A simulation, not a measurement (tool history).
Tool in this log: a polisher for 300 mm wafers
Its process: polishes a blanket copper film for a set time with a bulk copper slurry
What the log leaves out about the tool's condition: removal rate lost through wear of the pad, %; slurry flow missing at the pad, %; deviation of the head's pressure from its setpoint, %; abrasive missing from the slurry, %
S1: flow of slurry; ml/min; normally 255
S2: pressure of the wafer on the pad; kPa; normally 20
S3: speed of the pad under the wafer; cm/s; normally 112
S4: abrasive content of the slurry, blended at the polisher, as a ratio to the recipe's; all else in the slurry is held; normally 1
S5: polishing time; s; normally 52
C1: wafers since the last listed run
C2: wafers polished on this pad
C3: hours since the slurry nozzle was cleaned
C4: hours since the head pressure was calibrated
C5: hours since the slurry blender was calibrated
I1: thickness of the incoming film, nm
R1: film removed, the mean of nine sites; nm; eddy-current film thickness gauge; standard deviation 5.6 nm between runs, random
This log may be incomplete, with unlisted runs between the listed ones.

{"run": 1, "hour": 0.0, "S1": 255, "S2": 20, "S3": 112, "S4": 1, "S5": 52, "C1": 0, "C2": 474, "C3": 402.2, "C4": 136.9, "C5": 82.5, "I1": 3362.7, "R1": 487.7}
{"run": 2, "hour": 12.3, "S1": 255, "S2": 20, "S3": 112, "S4": 0.95, "S5": 52, "C1": 67, "C2": 541, "C3": 414.5, "C4": 149.2, "C5": 94.8, "I1": 3384.1, "R1": 478.1}
{"run": 3, "hour": 32.1, "S1": 255, "S2": 20, "S3": 112, "S4": 0.95, "S5": 52, "C1": 107, "C2": 649, "C3": 434.3, "C4": 169, "C5": 114.6, "I1": 3379.2, "R1": 490.9}
{"run": 4, "hour": 51.4, "S1": 255, "S2": 20, "S3": 112, "S4": 0.95, "S5": 52, "C1": 105, "C2": 754, "C3": 453.6, "C4": 188.3, "C5": 133.9, "I1": 3396.2, "R1": 489.8}
{"hour": 68.7, "done": "worn pad replaced by a new one"}
{"run": 5, "hour": 79.5, "S1": 255, "S2": 20, "S3": 112, "S4": 1, "S5": 52, "C1": 131, "C2": 58, "C3": 481.7, "C4": 216.4, "C5": 162, "I1": 3382.9, "R1": 487.8}
{"hour": 84.0, "done": "slurry blender recalibrated"}
{"run": 6, "hour": 100.6, "S1": 255, "S2": 20, "S3": 104, "S4": 1, "S5": 52, "C1": 104, "C2": 163, "C3": 502.8, "C4": 237.5, "C5": 16.6, "I1": 3306.9, "R1": 459.3}
{"run": 7, "hour": 134.2, "S1": 255, "S2": 20, "S3": 104, "S4": 1, "S5": 52, "C1": 183, "C2": 346, "C3": 536.4, "C4": 271.1, "C5": 50.2, "I1": 3344.1, "R1": 461.4}
{"run": 8, "hour": 169.7, "S1": 255, "S2": 20, "S3": 104, "S4": 1, "S5": 52, "C1": 193, "C2": 539, "C3": 571.9, "C4": 306.6, "C5": 85.7, "I1": 3355.7, "R1": 461.8}
{"run": 9, "hour": 193.9, "S1": 255, "S2": 20, "S3": 112, "S4": 1, "S5": 52, "C1": 131, "C2": 671, "C3": 596.1, "C4": 330.8, "C5": 109.9, "I1": 3365, "R1": 502.8}
{"run": 10, "hour": 216.6, "S1": 255, "S2": 20, "S3": 112, "S4": 1, "S5": 52, "C1": 123, "C2": 795, "C3": 618.8, "C4": 353.5, "C5": 132.6, "I1": 3379.1, "R1": 508.8}
{"hour": 230.0, "done": "worn pad replaced by a new one"}
{"run": 11, "hour": 247.6, "S1": 255, "S2": 20, "S3": 80, "S4": 1, "S5": 52, "C1": 147, "C2": 95, "C3": 649.8, "C4": 384.5, "C5": 163.6, "I1": 3368.4, "R1": 367.1}
{"hour": 250.1, "done": "slurry blender recalibrated"}
{"hour": 251.2, "done": "slurry nozzle cleaned"}
{"run": 12, "hour": 270.6, "S1": 255, "S2": 16.5, "S3": 136, "S4": 1, "S5": 52, "C1": 109, "C2": 204, "C3": 19.4, "C4": 407.5, "C5": 20.5, "I1": 3356.6, "R1": 514.7}
{"run": 13, "hour": 291.6, "S1": 255, "S2": 25.5, "S3": 124, "S4": 1.2, "S5": 37, "C1": 114, "C2": 319, "C3": 40.4, "C4": 428.5, "C5": 41.5, "I1": 3423.3, "R1": 525.5}
{"run": 14, "hour": 308.5, "S1": 255, "S2": 14.5, "S3": 112, "S4": 0.8, "S5": 52, "C1": 92, "C2": 411, "C3": 57.3, "C4": 445.4, "C5": 58.4, "I1": 3358, "R1": 350}
{"run": 15, "hour": 325.5, "S1": 255, "S2": 20, "S3": 104, "S4": 1, "S5": 52, "C1": 92, "C2": 504, "C3": 74.3, "C4": 462.4, "C5": 75.4, "I1": 3347.2, "R1": 478.8}
{"run": 16, "hour": 354.2, "S1": 255, "S2": 20, "S3": 112, "S4": 1, "S5": 52, "C1": 156, "C2": 660, "C3": 103, "C4": 491.1, "C5": 104.1, "I1": 3354, "R1": 500.1}
{"hour": 385.3, "done": "worn pad replaced by a new one, of another model than before"}
{"run": 17, "hour": 385.8, "S1": 255, "S2": 20, "S3": 112, "S4": 1.2, "S5": 66, "C1": 150, "C2": 2, "C3": 134.6, "C4": 522.7, "C5": 135.7, "I1": 3415.5, "R1": 648.8}
{"run": 18, "hour": 403.1, "S1": 290, "S2": 20, "S3": 86, "S4": 1.3, "S5": 52, "C1": 94, "C2": 96, "C3": 151.9, "C4": 540, "C5": 153, "I1": 3417, "R1": 455.7}
{"hour": 410.6, "done": "head pressure recalibrated"}
{"hour": 416.4, "done": "slurry blender recalibrated"}
{"run": 19, "hour": 437.9, "S1": 255, "S2": 20, "S3": 112, "S4": 1, "S5": 52, "C1": 167, "C2": 264, "C3": 186.7, "C4": 27.3, "C5": 21.5, "I1": 3339.3, "R1": 473.4}
{"run": 20, "hour": 450.8, "S1": 255, "S2": 20, "S3": 82, "S4": 0.8, "S5": 52, "C1": 70, "C2": 335, "C3": 199.6, "C4": 40.2, "C5": 34.4, "I1": 3342.8, "R1": 369.7}
{"run": 21, "hour": 467.5, "S1": 255, "S2": 20, "S3": 112, "S4": 1.25, "S5": 52, "C1": 91, "C2": 426, "C3": 216.3, "C4": 56.9, "C5": 51.1, "I1": 3328.2, "R1": 502.3}
{"run": 22, "hour": 484.0, "S1": 285, "S2": 20, "S3": 112, "S4": 1, "S5": 52, "C1": 89, "C2": 516, "C3": 232.8, "C4": 73.4, "C5": 67.6, "I1": 3360.6, "R1": 472.7}
{"run": 23, "hour": 509.7, "S1": 185, "S2": 20, "S3": 112, "S4": 1, "S5": 44, "C1": 140, "C2": 656, "C3": 258.5, "C4": 99.1, "C5": 93.3, "I1": 3377.6, "R1": 396.9}
{"run": 24, "hour": 526.0, "S1": 180, "S2": 16.5, "S3": 112, "S4": 1, "S5": 52, "C1": 88, "C2": 745, "C3": 274.8, "C4": 115.4, "C5": 109.6, "I1": 3384.3, "R1": 412.4}
{"hour": 545.2, "done": "worn pad replaced by a new one"}
{"run": 25, "hour": 550.2, "S1": 255, "S2": 20, "S3": 112, "S4": 1, "S5": 52, "C1": 110, "C2": 27, "C3": 299, "C4": 139.6, "C5": 133.8, "I1": 3342.5, "R1": 485.6}
{"run": 26, "hour": 571.3, "S1": 255, "S2": 20, "S3": 112, "S4": 1, "S5": 52, "C1": 115, "C2": 142, "C3": 320.1, "C4": 160.7, "C5": 154.9, "I1": 3330.2, "R1": 472.6}
{"run": 27, "hour": 587.2, "S1": 255, "S2": 16.5, "S3": 112, "S4": 0.9, "S5": 52, "C1": 86, "C2": 228, "C3": 336, "C4": 176.6, "C5": 170.8, "I1": 3323.4, "R1": 422.2}
{"hour": 595.1, "done": "slurry blender recalibrated"}
{"run": 28, "hour": 616.2, "S1": 255, "S2": 20, "S3": 130, "S4": 1.3, "S5": 52, "C1": 147, "C2": 376, "C3": 365, "C4": 205.6, "C5": 21.1, "I1": 3395.2, "R1": 558.6}
{"run": 29, "hour": 634.0, "S1": 255, "S2": 16.5, "S3": 112, "S4": 1.3, "S5": 52, "C1": 97, "C2": 473, "C3": 382.8, "C4": 223.4, "C5": 38.9, "I1": 3421.3, "R1": 449.9}

Branching from run 29: 5 alternative next runs. What would each branch give?
{"run": "A", "hour": 634.4, "S1": 170, "S2": 20, "S3": 112, "S4": 1, "S5": 52, "C1": 2, "C2": 475, "C3": 383.2, "C4": 223.8, "C5": 39.3, "I1": 3330.6, "R1": "?"}
{"run": "B", "hour": 634.4, "S1": 295, "S2": 24.8, "S3": 150, "S4": 1, "S5": 52, "C1": 2, "C2": 475, "C3": 383.2, "C4": 223.8, "C5": 39.3, "I1": 3330.6, "R1": "?"}
{"run": "C", "hour": 634.4, "S1": 330, "S2": 20, "S3": 122, "S4": 1, "S5": 68, "C1": 2, "C2": 475, "C3": 383.2, "C4": 223.8, "C5": 39.3, "I1": 3330.6, "R1": "?"}
{"run": "D", "hour": 634.4, "S1": 255, "S2": 20, "S3": 86, "S4": 1, "S5": 68, "C1": 2, "C2": 475, "C3": 383.2, "C4": 223.8, "C5": 39.3, "I1": 3330.6, "R1": "?"}
{"run": "E", "hour": 634.4, "S1": 185, "S2": 24.8, "S3": 112, "S4": 0.9, "S5": 52, "C1": 2, "C2": 475, "C3": 383.2, "C4": 223.8, "C5": 39.3, "I1": 3330.6, "R1": "?"}

run=A R1=477.3
run=B R1=681.3
run=C R1=689.6
run=D R1=560.9
run=E R1=538.7
Without the tool's hidden state the same runs would have given:
run=A R1=452.6
run=B R1=646.1
run=C R1=653.9
run=D R1=531.9
run=E R1=510.8
